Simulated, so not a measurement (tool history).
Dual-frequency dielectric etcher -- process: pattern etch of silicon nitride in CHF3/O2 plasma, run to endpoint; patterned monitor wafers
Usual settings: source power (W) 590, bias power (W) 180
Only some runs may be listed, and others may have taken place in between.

| run | hour | source power (W) | bias power (W) | wafers since the last listed run | hours since the last wet clean | hours since the last source power generator calibration | hours since the last bias power generator calibration | hours since the last upper electrode change | incoming incoming film thickness, nm | endpoint time (s) |
|---|---|---|---|---|---|---|---|---|---|---|
| 1 | 0 | 630 | 216 | 0 | 171.5 | 1442.6 | 3322.4 | 1600.2 | 94.6 | 55.3 |
| 2 | 13.5 | 630 | 216 | 117 | 185 | 1456.1 | 3335.9 | 1613.7 | 93.9 | 55.2 |
| 3 | 45.5 | 630 | 216 | 279 | 217 | 1488.1 | 3367.9 | 1645.7 | 94.1 | 55.2 |
| 4 | 105.4 | 590 | 180 | 522 | 276.9 | 1548 | 3427.8 | 1705.6 | 95.2 | 59.3 |
| 5 | 118.3 | 590 | 180 | 112 | 289.8 | 1560.9 | 3440.7 | 1718.5 | 94.2 | 58.4 |
|  | 152.9 | upper electrode replaced |
| 6 | 153.4 | 590 | 180 | 96 | 324.9 | 1596 | 3475.8 | 0.5 | 94.7 | 58.7 |
| 7 | 178.1 | 590 | 180 | 215 | 349.6 | 1620.7 | 3500.5 | 25.2 | 94.9 | 58.9 |
| 8 | 200.7 | 590 | 180 | 197 | 372.2 | 1643.3 | 3523.1 | 47.8 | 94.7 | 58.3 |
|  | 223.3 | bias power generator calibrated |
|  | 228.7 | wet clean of the chamber |
| 9 | 233.7 | 590 | 217 | 205 | 5 | 1676.3 | 10.4 | 80.8 | 95.4 | 57.9 |
| 10 | 267.9 | 590 | 150 | 298 | 39.2 | 1710.5 | 44.6 | 115 | 94.9 | 63.8 |
|  | 292.1 | source power generator calibrated |
| 11 | 292.6 | 730 | 147 | 180 | 63.9 | 0.5 | 69.3 | 139.7 | 94.6 | 58.7 |
| 12 | 322.2 | 730 | 195 | 258 | 93.5 | 30.1 | 98.9 | 169.3 | 94.1 | 54 |
| 13 | 346.6 | 540 | 157 | 212 | 117.9 | 54.5 | 123.3 | 193.7 | 95 | 64.4 |
| 14 | 373 | 590 | 191 | 230 | 144.3 | 80.9 | 149.7 | 220.1 | 94.9 | 58.8 |
| 15 | 400.4 | 690 | 143 | 238 | 171.7 | 108.3 | 177.1 | 247.5 | 94.3 | 59.3 |

How would selected steps in endpoint time (s) from run to run divide? Give the signed amount a tool lacking its hidden state would still show from settings, what came in and random variation, and the signed amount left for the hidden state, including any gauge scatter that is not in both of the compared results.
What the log doesn't record here: etch rate over this chamber's usual, %; source power that arrives over what is set, %; bias power that arrives over what is set, %.
Run 8 -> 9: bias power (W) 180 -> 217, bias power generator calibrated, wet clean of the chamber. endpoint time (s) -0.4: hidden state +2.6, all else -3.
Run 12 -> 13: source power (W) 730 -> 540, bias power (W) 195 -> 157. endpoint time (s) +10.4: hidden state -0.4, all else +10.8.
